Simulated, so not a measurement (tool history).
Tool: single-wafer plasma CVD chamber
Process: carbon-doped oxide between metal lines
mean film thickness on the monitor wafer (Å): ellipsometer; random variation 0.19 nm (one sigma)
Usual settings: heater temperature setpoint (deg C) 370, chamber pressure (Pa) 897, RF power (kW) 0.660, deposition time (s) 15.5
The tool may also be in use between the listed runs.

| run | day | heater temperature setpoint (deg C) | chamber pressure (Pa) | RF power (kW) | deposition time (s) | read-back reference wafer on the same gauge, thickness_nm | mean film thickness on the monitor wafer (Å) |
|---|---|---|---|---|---|---|---|
| 1 | 0.000 | 370 | 897 | 0.580 | 15.5 | 104.674 | 848.37 |
| 2 | 0.571 | 370 | 897 | 0.580 | 15.5 | 104.729 | 848.56 |
| 3 | 1.317 | 370 | 897 | 0.580 | 15.5 | 104.669 | 843.96 |
| 4 | 1.975 | 362 | 897 | 0.660 | 15.5 | 104.686 | 915.73 |
| 5 | 2.588 | 362 | 897 | 0.660 | 15.5 | 104.701 | 911.65 |
| 6 | 3.304 | 362 | 897 | 0.660 | 15.5 | 104.641 | 913.31 |
| 7 | 4.312 | 370 | 897 | 0.660 | 14.3 | 104.730 | 828.91 |
| 8 | 4.925 | 370 | 897 | 0.660 | 15.5 | 104.715 | 891.78 |

Run 9 comes next. What will it give?
| 9 | 5.338 | 370 | 696 | 0.745 | 15.5 | ? | ? |

Run 9 gave read-back reference wafer on the same gauge, thickness_nm 104.645, mean film thickness on the monitor wafer (Å) 901.93.
Without the tool's hidden state the same run would have given mean film thickness on the monitor wafer (Å) 943.53.
